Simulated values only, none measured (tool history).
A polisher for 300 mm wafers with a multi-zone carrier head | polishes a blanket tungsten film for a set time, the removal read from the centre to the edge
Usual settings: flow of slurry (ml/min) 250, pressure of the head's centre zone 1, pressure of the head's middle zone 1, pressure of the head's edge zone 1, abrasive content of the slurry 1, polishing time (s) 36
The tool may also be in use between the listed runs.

| run | hour | flow of slurry (ml/min) | pressure of the head's centre zone | pressure of the head's middle zone | pressure of the head's edge zone | abrasive content of the slurry | polishing time (s) | incoming thickness of the incoming film, nm | film removed at the wafer's centre (angstrom) | film removed at mid-radius (angstrom) | film removed at the wafer's edge (angstrom) |
|---|---|---|---|---|---|---|---|---|---|---|---|
| 1 | 0 | 335 | 1 | 1 | 1 | 1 | 36 | 786.4 | 2022 | 1944 | 1891 |
| 2 | 23 | 250 | 1 | 1 | 1 | 1.3 | 29 | 779.2 | 1676 | 1595 | 1577 |
|  | 38.8 | centre zone pressure recalibrated |
| 3 | 41.4 | 250 | 1 | 1 | 1 | 1 | 36 | 796.5 | 1914 | 1887 | 1844 |
| 4 | 73.9 | 250 | 1 | 1 | 1 | 1.3 | 36 | 774.7 | 2051 | 2007 | 1953 |
| 5 | 100.4 | 250 | 1 | 1 | 1 | 1 | 36 | 771.8 | 1887 | 1887 | 1825 |
| 6 | 117.5 | 170 | 1 | 1 | 1 | 1.1 | 36 | 785.6 | 1780 | 1790 | 1790 |
| 7 | 140.9 | 250 | 1 | 0.89 | 1 | 1 | 36 | 772.6 | 1919 | 1720 | 1863 |
| 8 | 157.1 | 250 | 1 | 1 | 1 | 1 | 36 | 778.9 | 1916 | 1902 | 1835 |
| 9 | 173.7 | 340 | 0.96 | 1 | 1 | 1 | 36 | 781.1 | 1988 | 1923 | 1904 |
| 10 | 199.1 | 250 | 1 | 1 | 1 | 0.75 | 28 | 785.7 | 1390 | 1415 | 1338 |
|  | 206.6 | edge zone pressure recalibrated |
| 11 | 218.9 | 290 | 1 | 1 | 1 | 1 | 26 | 788.1 | 1412 | 1378 | 1342 |
|  | 226.9 | worn pad replaced by a new one |
| 12 | 270.4 | 250 | 1 | 1 | 1 | 1 | 36 | 778.6 | 1901 | 1857 | 1846 |
| 13 | 303.9 | 250 | 0.88 | 1 | 1 | 0.8 | 45 | 786.4 | 2126 | 2189 | 2213 |
| 14 | 321.8 | 195 | 1 | 1 | 1 | 0.9 | 36 | 768.4 | 1810 | 1787 | 1748 |
| 15 | 352.9 | 205 | 1 | 0.97 | 1 | 1 | 47 | 771.3 | 2420 | 2315 | 2332 |
| 16 | 376 | 165 | 1 | 0.93 | 0.96 | 1 | 29 | 770.8 | 1431 | 1332 | 1384 |
| 17 | 407 | 180 | 1 | 1 | 1 | 1 | 36 | 778.3 | 1859 | 1824 | 1765 |
|  | 426.8 | worn pad replaced by a new one |
| 18 | 434.9 | 250 | 1 | 1 | 1 | 1 | 36 | 790.9 | 1956 | 1906 | 1804 |
|  | 439.6 | slurry nozzle cleaned |
| 19 | 469.8 | 250 | 1 | 1 | 1 | 0.85 | 36 | 784.1 | 1938 | 1824 | 1783 |
| 20 | 503 | 250 | 1 | 1.11 | 1 | 1 | 36 | 771.1 | 1995 | 2084 | 1854 |

Forecast run 21:
| 21 | 520.3 | 250 | 1 | 1 | 1 | 1 | 36 | 790 | ? | ? | ? |

film removed at the wafer's centre (angstrom): 1968
film removed at mid-radius (angstrom): 1901
film removed at the wafer's edge (angstrom): 1818
Without the tool's hidden state the same run would have given film removed at the wafer's centre (angstrom) 1854, film removed at mid-radius (angstrom) 1902, film removed at the wafer's edge (angstrom) 1818.

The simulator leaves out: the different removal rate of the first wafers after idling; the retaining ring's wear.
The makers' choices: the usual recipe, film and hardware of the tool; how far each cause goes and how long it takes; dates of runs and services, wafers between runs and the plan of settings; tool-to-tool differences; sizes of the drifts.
